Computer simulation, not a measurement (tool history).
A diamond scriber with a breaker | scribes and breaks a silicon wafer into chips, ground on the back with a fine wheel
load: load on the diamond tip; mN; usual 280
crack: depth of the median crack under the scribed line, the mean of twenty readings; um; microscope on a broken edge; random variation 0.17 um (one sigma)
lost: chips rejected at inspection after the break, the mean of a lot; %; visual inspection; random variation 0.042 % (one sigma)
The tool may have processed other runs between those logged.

run   hour  load  incoming depth of the damage left on the back of the incoming wafer, um  crack  lost
  1      0   335                                                                     1.75  14.84   1.7
  2     17   335                                                                     1.74  14.63  1.74
  3   52.9   280                                                                     1.99  13.62  1.06
  4   72.1   222                                                                      2.2  12.06  2.16
  5   96.5   222                                                                     2.86  11.94  2.82
  6  128.3   222                                                                     1.59  12.38  2.13
  7  146.4   280                                                                     1.52   13.2  0.94
  8  168.5   280                                                                     1.52  13.48  0.93
  9  184.4   280                                                                     2.24  13.34  1.16
     194.8  -- diamond tip replaced by a new one
 10  218.8   280                                                                     1.97  13.34  1.09
 11  250.4   238                                                                     2.74  12.76  2.05
 12  273.5   204                                                                     2.52  11.83  3.25
 13  299.5   253                                                                     2.43  12.99   1.5
     310.3  -- load on the tip recalibrated
 14  312.6   218                                                                     1.71   12.2  2.09
 15  347.6   280                                                                     2.53  13.45  1.28
 16  360.2   353                                                                     2.65  14.99  2.41
 17  393.4   280                                                                     1.99  13.33  1.02
 18  423.4   301                                                                     1.67   14.3  1.03
 19  436.9   316                                                                      1.7  14.37  1.27
 20  472.8   356                                                                     2.31  14.94  2.38
 21    500   214                                                                     2.05  11.87  2.46

What the log doesn't show, run by run:
share of the diamond tip's cutting effectiveness lost through wear, %: 0, the same for each run
deviation of the load on the tip from its setpoint, %: 0, the same for each run

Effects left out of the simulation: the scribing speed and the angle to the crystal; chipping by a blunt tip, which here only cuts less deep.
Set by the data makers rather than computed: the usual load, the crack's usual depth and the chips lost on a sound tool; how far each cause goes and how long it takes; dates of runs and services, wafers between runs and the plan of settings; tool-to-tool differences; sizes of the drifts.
